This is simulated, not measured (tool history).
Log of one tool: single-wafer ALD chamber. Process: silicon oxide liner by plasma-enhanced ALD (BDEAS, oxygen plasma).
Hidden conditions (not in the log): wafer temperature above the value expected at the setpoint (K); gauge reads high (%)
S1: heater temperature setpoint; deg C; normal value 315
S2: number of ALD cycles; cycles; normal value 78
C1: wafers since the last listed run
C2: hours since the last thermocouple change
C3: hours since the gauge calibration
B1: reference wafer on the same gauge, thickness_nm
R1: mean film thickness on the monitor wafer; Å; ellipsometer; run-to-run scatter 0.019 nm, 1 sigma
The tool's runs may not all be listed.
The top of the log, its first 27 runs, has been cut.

{"hour": 677.9, "done": "thermocouple changed; heater temperature recalibrated"}
{"run": 28, "hour": 688.4, "S1": 315, "S2": 87, "C1": 36, "C2": 10.5, "C3": 33.2, "B1": 6.024, "R1": 83.29}
{"run": 29, "hour": 707.3, "S1": 315, "S2": 78, "C1": 61, "C2": 29.4, "C3": 52.1, "B1": 6.027, "R1": 74.62}
{"run": 30, "hour": 727.9, "S1": 307, "S2": 67, "C1": 66, "C2": 50.0, "C3": 72.7, "B1": 6.026, "R1": 65.11}
{"run": 31, "hour": 755.3, "S1": 320, "S2": 86, "C1": 88, "C2": 77.4, "C3": 100.1, "B1": 6.03, "R1": 81.49}
{"run": 32, "hour": 772.0, "S1": 315, "S2": 78, "C1": 54, "C2": 94.1, "C3": 116.8, "B1": 6.027, "R1": 74.86}
{"run": 33, "hour": 807.6, "S1": 306, "S2": 88, "C1": 115, "C2": 129.7, "C3": 152.4, "B1": 6.031, "R1": 85.65}
{"run": 34, "hour": 829.7, "S1": 308, "S2": 65, "C1": 71, "C2": 151.8, "C3": 174.5, "B1": 6.036, "R1": 63.09}
{"run": 35, "hour": 861.3, "S1": 315, "S2": 92, "C1": 102, "C2": 183.4, "C3": 206.1, "B1": 6.027, "R1": 88.71}
{"run": 36, "hour": 888.2, "S1": 320, "S2": 64, "C1": 87, "C2": 210.3, "C3": 233.0, "B1": 6.034, "R1": 60.92}
{"run": 37, "hour": 952.0, "S1": 302, "S2": 66, "C1": 206, "C2": 274.1, "C3": 296.8, "B1": 6.026, "R1": 64.67}
{"run": 38, "hour": 966.3, "S1": 323, "S2": 78, "C1": 46, "C2": 288.4, "C3": 311.1, "B1": 6.029, "R1": 73.67}
{"run": 39, "hour": 993.8, "S1": 329, "S2": 73, "C1": 88, "C2": 315.9, "C3": 338.6, "B1": 6.038, "R1": 68.38}
{"run": 40, "hour": 1021.7, "S1": 311, "S2": 67, "C1": 90, "C2": 343.8, "C3": 366.5, "B1": 6.025, "R1": 64.41}
{"run": 41, "hour": 1050.0, "S1": 315, "S2": 69, "C1": 91, "C2": 372.1, "C3": 394.8, "B1": 6.023, "R1": 66.02}
{"run": 42, "hour": 1070.7, "S1": 327, "S2": 69, "C1": 66, "C2": 392.8, "C3": 415.5, "B1": 6.027, "R1": 64.75}
{"run": 43, "hour": 1083.6, "S1": 309, "S2": 68, "C1": 41, "C2": 405.7, "C3": 428.4, "B1": 6.031, "R1": 66.07}
{"run": 44, "hour": 1112.4, "S1": 320, "S2": 93, "C1": 93, "C2": 434.5, "C3": 457.2, "B1": 6.033, "R1": 88.28}
{"run": 45, "hour": 1141.2, "S1": 322, "S2": 67, "C1": 93, "C2": 463.3, "C3": 486.0, "B1": 6.028, "R1": 63.51}
{"run": 46, "hour": 1169.2, "S1": 315, "S2": 78, "C1": 90, "C2": 491.3, "C3": 514.0, "B1": 6.034, "R1": 75.16}
{"run": 47, "hour": 1195.6, "S1": 302, "S2": 84, "C1": 85, "C2": 517.7, "C3": 540.4, "B1": 6.02, "R1": 82.29}
{"run": 48, "hour": 1215.3, "S1": 315, "S2": 78, "C1": 63, "C2": 537.4, "C3": 560.1, "B1": 6.029, "R1": 75.06}

Below are 3 alternative next runs, each starting from the tool's condition after run 48. Predict each:
{"run": "A", "hour": 1215.8, "S1": 315, "S2": 67, "C1": 1, "C2": 537.9, "C3": 560.6, "B1": "?", "R1": "?"}
{"run": "B", "hour": 1215.8, "S1": 325, "S2": 72, "C1": 1, "C2": 537.9, "C3": 560.6, "B1": "?", "R1": "?"}
{"run": "C", "hour": 1215.8, "S1": 306, "S2": 64, "C1": 1, "C2": 537.9, "C3": 560.6, "B1": "?", "R1": "?"}

run=A B1=6.035 R1=64.12
run=B B1=6.035 R1=67.78
run=C B1=6.035 R1=62.14
Stripped of hidden state, with their random variation kept, the same runs would have yielded:
run=A R1=64.12
run=B R1=67.78
run=C R1=62.14
